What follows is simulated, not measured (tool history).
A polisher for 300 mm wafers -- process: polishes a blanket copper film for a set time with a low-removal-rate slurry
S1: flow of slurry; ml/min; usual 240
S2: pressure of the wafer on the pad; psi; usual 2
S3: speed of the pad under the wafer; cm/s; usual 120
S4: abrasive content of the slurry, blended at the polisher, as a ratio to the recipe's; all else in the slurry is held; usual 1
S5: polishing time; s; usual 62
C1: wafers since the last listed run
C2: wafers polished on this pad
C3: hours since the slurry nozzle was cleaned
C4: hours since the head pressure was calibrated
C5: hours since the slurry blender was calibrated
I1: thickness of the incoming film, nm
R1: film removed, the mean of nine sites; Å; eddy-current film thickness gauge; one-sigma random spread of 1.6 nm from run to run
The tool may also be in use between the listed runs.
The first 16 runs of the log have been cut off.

run 17 hour=460.6 | S1=275 S2=2 S3=120 S4=1.2 S5=62 | C1=184 C2=698 C3=371.6 C4=72.7 C5=352.2 | I1=1017.8 | R1=1554
run 18 hour=490.2 | S1=305 S2=1.5 S3=140 S4=0.8 S5=62 | C1=279 C2=978 C3=401.2 C4=102.3 C5=381.8 | I1=1029.9 | R1=1207
run 19 hour=517.5 | S1=275 S2=2 S3=120 S4=1.2 S5=62 | C1=258 C2=1236 C3=428.5 C4=129.6 C5=409.1 | I1=1020.4 | R1=1505
run 20 hour=536.8 | S1=240 S2=2 S3=120 S4=1 S5=62 | C1=182 C2=1418 C3=447.8 C4=148.9 C5=428.4 | I1=1010.3 | R1=1352
run 21 hour=555.1 | S1=240 S2=2 S3=146 S4=0.8 S5=62 | C1=173 C2=1591 C3=466.1 C4=167.2 C5=446.7 | I1=1027.5 | R1=1471
-- hour=559.3 worn pad replaced by a new one
-- hour=580.7 slurry nozzle cleaned
run 22 hour=586 | S1=195 S2=2 S3=120 S4=1 S5=80 | C1=244 C2=242 C3=5.3 C4=198.1 C5=477.6 | I1=1028.1 | R1=1849
-- hour=600.1 slurry blender recalibrated
run 23 hour=611.6 | S1=240 S2=2 S3=120 S4=1 S5=62 | C1=223 C2=465 C3=30.9 C4=223.7 C5=11.5 | I1=1024.3 | R1=1475
run 24 hour=639.7 | S1=240 S2=2 S3=160 S4=1 S5=62 | C1=265 C2=731 C3=59 C4=251.8 C5=39.6 | I1=1034.2 | R1=1903
run 25 hour=668.7 | S1=240 S2=2 S3=120 S4=1 S5=62 | C1=274 C2=1005 C3=88 C4=280.8 C5=68.6 | I1=1020.9 | R1=1385
run 26 hour=686.3 | S1=310 S2=2 S3=158 S4=1.1 S5=79 | C1=166 C2=1171 C3=105.6 C4=298.4 C5=86.2 | I1=1051.9 | R1=2452
run 27 hour=706.4 | S1=285 S2=2 S3=150 S4=1 S5=62 | C1=190 C2=1361 C3=125.7 C4=318.5 C5=106.3 | I1=1021.8 | R1=1726
-- hour=723.2 worn pad replaced by a new one
run 28 hour=806.7 | S1=240 S2=2.7 S3=120 S4=1 S5=70 | C1=910 C2=789 C3=226 C4=418.8 C5=206.6 | I1=1050.3 | R1=2116
run 29 hour=835.6 | S1=240 S2=2 S3=86 S4=1 S5=62 | C1=273 C2=1062 C3=254.9 C4=447.7 C5=235.5 | I1=1012.8 | R1=984
run 30 hour=850.1 | S1=240 S2=2 S3=158 S4=1 S5=62 | C1=137 C2=1199 C3=269.4 C4=462.2 C5=250 | I1=1042.6 | R1=1787

Forecast each of these 4 alternatives for the next run:
run A hour=850.5 | S1=240 S2=2 S3=120 S4=1 S5=62 | C1=3 C2=1203 C3=269.8 C4=462.6 C5=250.4 | I1=1019.1 | R1=?
run B hour=850.5 | S1=180 S2=2.4 S3=120 S4=0.9 S5=79 | C1=3 C2=1203 C3=269.8 C4=462.6 C5=250.4 | I1=1019.1 | R1=?
run C hour=850.5 | S1=185 S2=2 S3=152 S4=0.85 S5=62 | C1=3 C2=1203 C3=269.8 C4=462.6 C5=250.4 | I1=1019.1 | R1=?
run D hour=850.5 | S1=315 S2=2 S3=150 S4=1 S5=51 | C1=3 C2=1203 C3=269.8 C4=462.6 C5=250.4 | I1=1019.1 | R1=?

run=A R1=1366
run=B R1=1900
run=C R1=1570
run=D R1=1444
Had the tool no hidden state, the same runs would have come out as:
run=A R1=1459
run=B R1=2031
run=C R1=1678
run=D R1=1543
